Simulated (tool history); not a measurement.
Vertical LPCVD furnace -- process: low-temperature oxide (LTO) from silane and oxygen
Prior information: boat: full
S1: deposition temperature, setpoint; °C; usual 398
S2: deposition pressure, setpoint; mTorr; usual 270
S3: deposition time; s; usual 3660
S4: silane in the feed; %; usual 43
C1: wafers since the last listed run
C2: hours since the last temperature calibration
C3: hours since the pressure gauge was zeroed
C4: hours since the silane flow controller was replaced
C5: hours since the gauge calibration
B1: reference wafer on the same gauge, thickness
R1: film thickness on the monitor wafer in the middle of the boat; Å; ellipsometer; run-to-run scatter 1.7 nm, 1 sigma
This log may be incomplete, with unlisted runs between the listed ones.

Run 1, hour 0.0: usual settings; C1 0; C2 1899.9; C3 4362.8; C4 2294.7; C5 381.5; B1 754.79. Result: R1 7213.4 Å.
At hour 25.6: thermocouples replaced and temperature profile calibrated.
Run 2, hour 26.1: usual settings; C1 37; C2 0.5; C3 4388.9; C4 2320.8; C5 407.6; B1 755.01. Result: R1 7189.2 Å.
Run 3, hour 30.4: usual settings; C1 76; C2 4.8; C3 4393.2; C4 2325.1; C5 411.9; B1 754.82. Result: R1 7169.7 Å.
At hour 61.2: pressure gauge zeroed.
Run 4, hour 61.7: usual settings; C1 129; C2 36.1; C3 0.5; C4 2356.4; C5 443.2; B1 755.04. Result: R1 7202.5 Å.
Run 5, hour 66.0: usual settings but S4 41 %; C1 76; C2 40.4; C3 4.8; C4 2360.7; C5 447.5; B1 754.96. Result: R1 6763.7 Å.
Run 6, hour 70.3: usual settings but S4 41 %; C1 76; C2 44.7; C3 9.1; C4 2365.0; C5 451.8; B1 755.18. Result: R1 6748.8 Å.
At hour 97.2: silane flow controller replaced.
Run 7, hour 97.7: usual settings; C1 60; C2 72.1; C3 36.5; C4 0.5; C5 479.2; B1 755.06. Result: R1 7448.5 Å.
Run 8, hour 102.1: usual settings; C1 78; C2 76.5; C3 40.9; C4 4.9; C5 483.6; B1 755.41. Result: R1 7463.8 Å.
Run 9, hour 109.2: usual settings but S4 36 %; C1 125; C2 83.6; C3 48.0; C4 12.0; C5 490.7; B1 754.85. Result: R1 6012.9 Å.
Run 10, hour 116.1: usual settings but S1 387 °C, S2 225 mTorr; C1 122; C2 90.5; C3 54.9; C4 18.9; C5 497.6; B1 754.73. Result: R1 5475.0 Å.
Run 11, hour 125.7: usual settings; C1 170; C2 100.1; C3 64.5; C4 28.5; C5 507.2; B1 755.00. Result: R1 7416.3 Å.
Run 12, hour 139.6: usual settings; C1 246; C2 114.0; C3 78.4; C4 42.4; C5 521.1; B1 754.92. Result: R1 7429.8 Å.
At hour 151.4: gauge calibrated.
Run 13, hour 155.2: usual settings but S3 4710 s, S4 49 %; C1 276; C2 129.6; C3 94.0; C4 58.0; C5 3.8; B1 754.79. Result: R1 10933.5 Å.
Run 14, hour 165.4: usual settings; C1 180; C2 139.8; C3 104.2; C4 68.2; C5 14.0; B1 754.71. Result: R1 7459.8 Å.
Run 15, hour 177.1: usual settings but S1 392 °C, S2 330 mTorr, S3 4470 s, S4 47 %; C1 207; C2 151.5; C3 115.9; C4 79.9; C5 25.7; B1 754.98. Result: R1 11398.8 Å.
Run 16, hour 191.9: usual settings but S1 390 °C, S2 315 mTorr, S3 2820 s; C1 262; C2 166.3; C3 130.7; C4 94.7; C5 40.5; B1 755.19. Result: R1 6136.4 Å.
Run 17, hour 200.4: usual settings but S1 405 °C; C1 150; C2 174.8; C3 139.2; C4 103.2; C5 49.0; B1 755.12. Result: R1 8045.5 Å.
Run 18, hour 210.2: usual settings but S1 388 °C, S2 240 mTorr, S3 3120 s; C1 173; C2 184.6; C3 149.0; C4 113.0; C5 58.8; B1 755.07. Result: R1 5045.1 Å.
Run 19, hour 219.6: usual settings but S1 390 °C, S3 5100 s, S4 40 %; C1 166; C2 194.0; C3 158.4; C4 122.4; C5 68.2; B1 755.10. Result: R1 8688.6 Å.
Run 20, hour 232.8: usual settings but S1 391 °C, S3 4590 s; C1 234; C2 207.2; C3 171.6; C4 135.6; C5 81.4; B1 754.89. Result: R1 8675.0 Å.
Run 21, hour 245.1: usual settings but S1 391 °C, S2 250 mTorr, S3 2460 s; C1 218; C2 219.5; C3 183.9; C4 147.9; C5 93.7; B1 754.66. Result: R1 4298.0 Å.
Run 22, hour 265.6: usual settings but S1 407 °C, S2 205 mTorr; C1 363; C2 240.0; C3 204.4; C4 168.4; C5 114.2; B1 754.87. Result: R1 6196.2 Å.
Run 23, hour 277.8: usual settings but S1 401 °C, S3 2310 s, S4 47 %; C1 216; C2 252.2; C3 216.6; C4 180.6; C5 126.4; B1 754.81. Result: R1 5309.7 Å.
Run 24, hour 289.1: usual settings but S3 4890 s; C1 200; C2 263.5; C3 227.9; C4 191.9; C5 137.7; B1 754.99. Result: R1 9963.9 Å.
Run 25, hour 305.6: usual settings but S2 295 mTorr, S4 35 %; C1 292; C2 280.0; C3 244.4; C4 208.4; C5 154.2; B1 755.16. Result: R1 6303.5 Å.
Run 26, hour 319.0: usual settings; C1 237; C2 293.4; C3 257.8; C4 221.8; C5 167.6; B1 754.81. Result: R1 7424.0 Å.
Run 27, hour 334.2: usual settings but S1 403 °C, S2 300 mTorr; C1 269; C2 308.6; C3 273.0; C4 237.0; C5 182.8; B1 755.03. Result: R1 8718.2 Å.
Run 28, hour 342.9: usual settings; C1 154; C2 317.3; C3 281.7; C4 245.7; C5 191.5; B1 755.31. Result: R1 7433.1 Å.
Run 29, hour 351.9: usual settings; C1 159; C2 326.3; C3 290.7; C4 254.7; C5 200.5; B1 754.91. Result: R1 7424.3 Å.
Run 30, hour 364.7: usual settings; C1 227; C2 339.1; C3 303.5; C4 267.5; C5 213.3; B1 754.85. Result: R1 7406.7 Å.

Here are 5 independent what-if runs from the current tool condition. What would each one return?
Run A, hour 369.1: usual settings but S3 2580 s; C1 78; C2 343.5; C3 307.9; C4 271.9; C5 217.7; B1 ?. Result: R1 ?.
Run B, hour 369.1: usual settings but S2 330 mTorr, S4 37 %; C1 78; C2 343.5; C3 307.9; C4 271.9; C5 217.7; B1 ?. Result: R1 ?.
Run C, hour 369.1: usual settings but S3 3000 s, S4 49 %; C1 78; C2 343.5; C3 307.9; C4 271.9; C5 217.7; B1 ?. Result: R1 ?.
Run D, hour 369.1: usual settings but S1 408 °C, S2 335 mTorr, S3 2820 s, S4 39 %; C1 78; C2 343.5; C3 307.9; C4 271.9; C5 217.7; B1 ?. Result: R1 ?.
Run E, hour 369.1: usual settings but S2 300 mTorr, S3 2790 s; C1 78; C2 343.5; C3 307.9; C4 271.9; C5 217.7; B1 ?. Result: R1 ?.

run      B1      R1
  A  754.75  5227.8
  B  754.75  7557.5
  C  754.75  6933.2
  D  754.75  7054.5
  E  754.75  6281.4
Stripped of hidden state, with their random variation kept, the same runs would have yielded:
run      R1
  A  5258.5
  B  7614.8
  C  6962.2
  D  7102.6
  E  6318.3
